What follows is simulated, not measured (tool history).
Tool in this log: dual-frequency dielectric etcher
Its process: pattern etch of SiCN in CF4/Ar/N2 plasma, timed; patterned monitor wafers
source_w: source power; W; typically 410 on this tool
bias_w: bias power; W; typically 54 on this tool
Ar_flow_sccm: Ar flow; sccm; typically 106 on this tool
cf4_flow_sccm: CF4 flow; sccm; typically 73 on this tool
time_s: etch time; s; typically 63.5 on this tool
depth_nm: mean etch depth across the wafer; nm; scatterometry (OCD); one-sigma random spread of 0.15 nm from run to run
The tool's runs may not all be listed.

| run | hour | source_w | bias_w | Ar_flow_sccm | cf4_flow_sccm | time_s | wafers since the last listed run | hours since the last wet clean | hours since the last source power generator calibration | hours since the last bias power generator calibration | hours since the last Ar flow controller change | hours since the last CF4 flow controller change | hours since the last upper electrode change | hours since the gauge calibration | read-back reference wafer on the same gauge, depth_nm | depth_nm |
|---|---|---|---|---|---|---|---|---|---|---|---|---|---|---|---|---|
| 1 | 0 | 410 | 54 | 82 | 73 | 47.5 | 0 | 375.3 | 83.1 | 4418.6 | 5685.5 | 4446.3 | 141.9 | 98.3 | 43.48 | 34.83 |
| 2 | 8.4 | 410 | 61 | 127 | 73 | 63.5 | 77 | 383.7 | 91.5 | 4427 | 5693.9 | 4454.7 | 150.3 | 106.7 | 43.49 | 45.5 |
| 3 | 24.7 | 410 | 54 | 106 | 73 | 63.5 | 150 | 400 | 107.8 | 4443.3 | 5710.2 | 4471 | 166.6 | 123 | 43.53 | 44.93 |
| 4 | 35.2 | 350 | 54 | 106 | 85 | 63.5 | 96 | 410.5 | 118.3 | 4453.8 | 5720.7 | 4481.5 | 177.1 | 133.5 | 43.55 | 40.19 |
|  | 50.4 | Ar flow controller replaced |
| 5 | 52.2 | 410 | 54 | 106 | 62 | 48.5 | 101 | 427.5 | 135.3 | 4470.8 | 1.8 | 4498.5 | 194.1 | 150.5 | 43.51 | 33.08 |
|  | 85.9 | wet clean of the chamber |
| 6 | 86.4 | 490 | 66 | 106 | 73 | 56 | 94 | 0.5 | 169.5 | 4505 | 36 | 4532.7 | 228.3 | 184.7 | 43.48 | 49.83 |
| 7 | 90.2 | 410 | 61 | 118 | 73 | 57.5 | 35 | 4.3 | 173.3 | 4508.8 | 39.8 | 4536.5 | 232.1 | 188.5 | 43.45 | 42.09 |
| 8 | 98.2 | 410 | 54 | 106 | 73 | 46.5 | 73 | 12.3 | 181.3 | 4516.8 | 47.8 | 4544.5 | 240.1 | 196.5 | 43.56 | 33.21 |
| 9 | 108.2 | 410 | 54 | 130 | 84 | 63.5 | 92 | 22.3 | 191.3 | 4526.8 | 57.8 | 4554.5 | 250.1 | 206.5 | 43.53 | 45.04 |
|  | 114.3 | bias power generator calibrated |
|  | 123.7 | CF4 flow controller replaced |
| 10 | 135.5 | 410 | 50 | 123 | 73 | 52 | 159 | 49.6 | 218.6 | 21.2 | 85.1 | 11.8 | 277.4 | 233.8 | 43.49 | 35.46 |
| 11 | 151 | 410 | 54 | 106 | 60 | 63.5 | 143 | 65.1 | 234.1 | 36.7 | 100.6 | 27.3 | 292.9 | 249.3 | 43.48 | 43.73 |
| 12 | 166.4 | 410 | 54 | 106 | 73 | 63.5 | 142 | 80.5 | 249.5 | 52.1 | 116 | 42.7 | 308.3 | 264.7 | 43.43 | 45.18 |
| 13 | 183.2 | 410 | 54 | 81 | 73 | 63.5 | 155 | 97.3 | 266.3 | 68.9 | 132.8 | 59.5 | 325.1 | 281.5 | 43.51 | 47.04 |
| 14 | 189.5 | 350 | 54 | 113 | 73 | 63.5 | 58 | 103.6 | 272.6 | 75.2 | 139.1 | 65.8 | 331.4 | 287.8 | 43.53 | 39.22 |
| 15 | 201.4 | 470 | 44 | 106 | 62 | 76 | 109 | 115.5 | 284.5 | 87.1 | 151 | 77.7 | 343.3 | 299.7 | 43.53 | 55.02 |
| 16 | 215.8 | 410 | 54 | 106 | 73 | 63.5 | 133 | 129.9 | 298.9 | 101.5 | 165.4 | 92.1 | 357.7 | 314.1 | 43.43 | 45.03 |
| 17 | 230.9 | 410 | 54 | 106 | 73 | 63.5 | 139 | 145 | 314 | 116.6 | 180.5 | 107.2 | 372.8 | 329.2 | 43.49 | 45.41 |
| 18 | 243.5 | 410 | 54 | 118 | 73 | 63.5 | 116 | 157.6 | 326.6 | 129.2 | 193.1 | 119.8 | 385.4 | 341.8 | 43.41 | 44.58 |
| 19 | 255.4 | 490 | 66 | 106 | 73 | 56 | 109 | 169.5 | 338.5 | 141.1 | 205 | 131.7 | 397.3 | 353.7 | 43.45 | 49.42 |
| 20 | 263.6 | 410 | 54 | 106 | 87 | 63.5 | 75 | 177.7 | 346.7 | 149.3 | 213.2 | 139.9 | 405.5 | 361.9 | 43.49 | 46.13 |

Hidden condition of the tool, last listed run before each entry between runs versus first listed run after:
Between runs 4 and 5: Ar flow controller replaced (hour 50.4)
  etch rate over this chamber's usual, %: -1.38 -> -1.44
  measured result minus the result with no hidden state, depth_nm: -0.56 -> -0.48 nm
Between runs 5 and 6: wet clean of the chamber (hour 85.9)
  etch rate over this chamber's usual, %: -1.44 -> -0.0155
  measured result minus the result with no hidden state, depth_nm: -0.48 -> -0.01 nm
Between runs 9 and 10: bias power generator calibrated (hour 114.3); CF4 flow controller replaced (hour 123.7)
  etch rate over this chamber's usual, %: -0.0916 -> -0.187
  measured result minus the result with no hidden state, depth_nm: -0.04 -> -0.06 nm
